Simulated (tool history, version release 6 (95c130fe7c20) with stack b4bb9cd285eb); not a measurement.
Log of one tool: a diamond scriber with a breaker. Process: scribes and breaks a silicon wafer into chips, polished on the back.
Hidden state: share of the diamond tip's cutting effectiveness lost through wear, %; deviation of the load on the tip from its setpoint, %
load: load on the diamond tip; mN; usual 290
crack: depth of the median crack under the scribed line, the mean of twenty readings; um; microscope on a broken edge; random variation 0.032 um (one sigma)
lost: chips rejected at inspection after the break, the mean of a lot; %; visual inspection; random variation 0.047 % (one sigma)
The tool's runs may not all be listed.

run,hour,load,wafers since the last listed run,hours since the diamond tip was replaced,hours since the load on the tip was calibrated,"incoming depth of the damage left on the back of the incoming wafer, um",crack,lost
1,0,335,0,877.1,1056.3,0.03,10.99,1.18
2,17.3,335,21,894.4,1073.6,0.03,11.04,1.2
3,28.4,290,13,905.5,1084.7,0.04,10.48,0.72
4,34.5,230,7,911.6,1090.8,0.04,9.67,1.66
5,50,230,19,927.1,1106.3,0.04,9.74,1.85
6,63.3,337,16,940.4,1119.6,0.04,11.03,1.08
7,81,290,21,958.1,1137.3,0.03,10.53,0.62
8,118.1,290,45,995.2,1174.4,0.03,10.55,0.65
9,129.3,290,13,1006.4,1185.6,0.03,10.47,0.7
10,140.7,290,13,1017.8,1197,0.04,10.47,0.61
11,154.3,227,16,1031.4,1210.6,0.02,9.7,1.57
12,168.6,227,17,1045.7,1224.9,0.05,9.76,1.72
# hour 178.9: diamond tip replaced by a new one
13,186.5,227,19,7.6,1242.8,0.03,10.03,1.03
14,195.1,332,10,16.2,1251.4,0.02,11.36,1.91
15,210,332,18,31.1,1266.3,0.04,11.32,2.09
16,222.5,290,15,43.6,1278.8,0.02,10.79,0.98
17,230.6,290,9,51.7,1286.9,0.04,10.86,0.92
18,267.8,290,45,88.9,1324.1,0.01,10.82,0.93
19,277,318,11,98.1,1333.3,0.01,11.18,1.32
20,292.7,263,19,113.8,1349,0.04,10.47,0.76
21,309.2,369,20,130.3,1365.5,0.04,11.75,3.36
22,323.1,290,17,144.2,1379.4,0.04,10.75,0.94
23,329.3,313,7,150.4,1385.6,0.02,11.06,1.26
24,336.1,317,8,157.2,1392.4,0.02,11.14,1.32
25,345.8,324,11,166.9,1402.1,0.04,11.19,1.54
26,362.7,290,20,183.8,1419,0.05,10.8,0.86
27,371.8,375,11,192.9,1428.1,0.05,11.76,3.41
# hour 378.3: load on the tip recalibrated
28,385.1,339,13,206.2,6.8,0.01,10.72,0.84
29,399.6,230,17,220.7,21.3,0.02,9.46,2.25

Run 30 comes next. What will it give?
30,407.1,237,9,228.2,28.8,0.04,?,?

Run 30 gave crack 9.56 um, lost 2.15 %.
Without the tool's hidden state the same run would have given crack 9.82 um, lost 1.42 %.
